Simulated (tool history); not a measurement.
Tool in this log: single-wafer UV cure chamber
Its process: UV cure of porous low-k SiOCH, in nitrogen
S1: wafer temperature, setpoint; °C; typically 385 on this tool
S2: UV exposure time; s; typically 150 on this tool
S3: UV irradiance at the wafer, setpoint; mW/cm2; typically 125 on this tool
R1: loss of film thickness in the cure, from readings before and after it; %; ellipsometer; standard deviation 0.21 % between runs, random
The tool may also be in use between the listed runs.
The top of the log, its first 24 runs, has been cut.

run,hour,S1,S2,S3,R1
25,2283.5,385,150,125,11.283
26,2369.7,380,150,100,10.13
# hour 2406.9: quartz window cleaned
27,2407.4,372,220,95,12.387
28,2593.1,385,105,96,9.13
29,2674.7,385,150,125,12.208
30,2776.3,385,150,125,11.533
31,2878.1,385,150,125,11.581
32,2931.6,385,150,125,11.901
33,2997,385,150,125,11.536
34,3069.9,374,150,104,10.689
35,3176.4,365,205,143,13.406
36,3390.5,377,220,152,13.878
37,3450.4,375,115,145,10.366

Here are 4 independent what-if runs from the current tool condition. What would each one return?
A,3450.9,385,150,125,?
B,3450.9,369,150,125,?
C,3450.9,391,175,125,?
D,3450.9,398,190,88,?

run,R1
A,11.077
B,10.782
C,11.884
D,10.793
With no hidden state in the tool, these same runs would have given:
run,R1
A,11.805
B,11.506
C,12.625
D,11.517
